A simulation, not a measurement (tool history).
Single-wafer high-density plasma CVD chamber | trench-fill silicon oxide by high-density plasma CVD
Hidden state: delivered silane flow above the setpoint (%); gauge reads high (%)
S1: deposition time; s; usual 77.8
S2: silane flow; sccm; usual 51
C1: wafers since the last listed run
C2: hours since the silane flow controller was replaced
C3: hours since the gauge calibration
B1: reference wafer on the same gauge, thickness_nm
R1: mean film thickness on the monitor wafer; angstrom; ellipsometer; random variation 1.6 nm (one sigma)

run,day,S1,S2,C1,C2,C3,B1,R1
1,0.000,71.6,47,0,1568.9,23.7,483.984,3659.66
2,1.233,77.8,51,500,1598.5,53.3,483.598,4335.83
3,4.071,77.8,51,1151,1666.6,121.4,484.322,4289.33
4,5.212,66.2,51,463,1694.0,148.8,483.371,3647.35
5,6.354,66.2,51,463,1721.4,176.2,484.085,3649.50
6,6.858,84.6,51,204,1733.5,188.3,484.470,4663.43
7,7.758,77.8,51,365,1755.1,209.9,483.725,4302.86
8,8.754,77.8,51,404,1779.0,233.8,483.880,4299.83
9,9.546,77.8,51,321,1798.0,252.8,484.031,4264.22
10,10.788,77.8,51,504,1827.8,282.6,484.250,4285.77
11,12.017,77.8,51,498,1857.3,312.1,483.629,4284.71
12,13.454,77.8,51,583,1891.8,346.6,484.824,4262.09
13,14.671,77.8,51,493,1921.0,375.8,484.006,4219.41
14,15.317,77.8,51,262,1936.5,391.3,483.211,4264.31
# day 16.254: gauge calibrated
15,16.325,77.8,51,409,1960.7,1.7,483.081,4234.70
16,17.767,77.8,51,585,1995.3,36.3,483.792,4207.30
# day 18.608: silane flow controller replaced
17,18.638,77.8,51,218,0.7,57.2,483.312,4480.97
18,19.604,65.8,48,392,23.9,80.4,483.911,3557.08
19,20.442,91.8,59,339,44.0,100.5,484.668,6114.58
20,21.492,84.4,45,426,69.2,125.7,483.520,4301.59
21,22.192,93.2,45,284,86.0,142.5,484.434,4745.26
22,23.258,63.6,45,432,111.6,168.1,483.689,3251.47
23,25.583,85.6,51,943,167.4,223.9,484.198,4954.36
24,27.042,77.8,51,591,202.4,258.9,483.854,4497.19
25,28.196,85.4,43,468,230.1,286.6,483.465,4178.77
26,29.062,77.8,51,351,250.9,307.4,484.027,4513.90
27,29.700,77.8,44,258,266.2,322.7,483.433,3846.25
28,30.671,77.8,51,394,289.5,346.0,484.748,4482.08
29,31.812,77.8,57,463,316.9,373.4,484.238,5044.43
30,32.996,73.9,45,480,345.3,401.8,484.386,3766.24
31,34.262,69.5,59,514,375.7,432.2,483.160,4647.86
# day 34.733: gauge calibrated
32,35.504,77.8,41,504,405.5,18.5,484.442,3608.33
33,36.412,77.8,51,368,427.3,40.3,484.069,4510.96
34,37.046,66.0,45,257,442.5,55.5,484.113,3353.36
35,38.050,82.4,43,407,466.6,79.6,484.854,4002.56

Measured less the same run without the tool's hidden state. The same run-to-run variation is in both; the gauge's scatter may not be:
run,R1
1,-115.34
2,-141.92
3,-152.80
4,-134.31
5,-138.86
6,-180.00
7,-170.33
8,-174.99
9,-177.36
10,-184.37
11,-190.49
12,-196.81
13,-201.09
14,-206.64
15,-210.55
16,-216.91
17,+31.40
18,+24.90
19,+42.71
20,+29.90
21,+32.84
22,+22.30
23,+33.06
24,+29.31
25,+26.64
26,+28.22
27,+23.68
28,+26.91
29,+29.28
30,+21.01
31,+24.70
32,+18.17
33,+21.72
34,+15.62
35,+17.58

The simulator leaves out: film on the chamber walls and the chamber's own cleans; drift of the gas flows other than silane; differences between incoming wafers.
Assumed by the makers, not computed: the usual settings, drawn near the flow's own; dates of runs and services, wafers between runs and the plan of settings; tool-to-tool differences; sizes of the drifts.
